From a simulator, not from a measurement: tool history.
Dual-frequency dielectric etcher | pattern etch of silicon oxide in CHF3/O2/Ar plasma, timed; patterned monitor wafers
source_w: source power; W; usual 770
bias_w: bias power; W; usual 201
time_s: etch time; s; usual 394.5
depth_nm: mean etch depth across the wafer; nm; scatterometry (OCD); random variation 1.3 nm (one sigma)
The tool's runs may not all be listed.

run,day,source_w,bias_w,time_s,"read-back reference wafer on the same gauge, depth_nm",depth_nm
1,0,770,201,394.5,967.1,886.4
2,0.75,770,201,394.5,967,889.8
# day 2.062: upper electrode replaced
3,2.083,770,201,394.5,967.1,886.7
4,2.1,770,201,431,966.7,971.1
5,2.55,660,201,394.5,967.5,843.9
# day 4.062: wet clean of the chamber
6,4.083,660,201,394.5,967,836.6
7,4.104,660,201,394.5,966.9,839.1
8,4.783,770,177,394.5,966.8,827.5
# day 5.212: bias power generator calibrated
9,5.488,770,201,394.5,967.5,884.2
10,6.212,770,201,394.5,967.5,883.9
11,6.896,870,201,463,967,1080.2
12,7.4,770,176,394.5,967.2,822.2
13,7.708,820,182,337.5,967.2,732.9
# day 8.092: gauge calibrated
14,8.117,930,160,394.5,966.6,837.1
15,8.55,960,215,498.5,966.5,1248.9
# day 8.954: source power generator calibrated
16,8.975,770,201,394.5,966.8,884.2
17,9.658,670,169,443.5,966.9,866.7
18,10.196,610,242,507.5,967.3,1154.4
19,10.712,770,201,394.5,967.9,884.9
20,11.117,670,224,394.5,967,891.6
21,11.862,770,176,394.5,967.3,826.5
22,12.233,590,177,394.5,967.2,759
23,12.771,900,201,394.5,967.4,934.1
24,13.083,770,201,394.5,966.7,886.4
25,13.488,770,201,394.5,967.1,884.4
26,13.954,660,201,335,966.4,717.1
27,14.354,770,227,394.5,967,946
28,14.608,680,201,466.5,967.3,1004.3
29,15.162,770,201,307,967.1,689.8
30,15.896,940,184,445,967.2,1023.9

What the log doesn't show, run by run:
source power that arrives over what is set, %: 0 in every run
bias power that arrives over what is set, %: 0 in every run
gauge reads high (%): 0 in every run
H1: etch rate over this chamber's usual, %
run,H1
1,0.421
2,0.458
3,0.524
4,0.525
5,0.547
6,-0.0469
7,-0.0459
8,-0.0123
9,0.0226
10,0.0585
11,0.0924
12,0.117
13,0.133
14,0.153
15,0.174
16,0.195
17,0.229
18,0.256
19,0.281
20,0.301
21,0.338
22,0.357
23,0.383
24,0.399
25,0.419
26,0.442
27,0.462
28,0.474
29,0.502
30,0.538
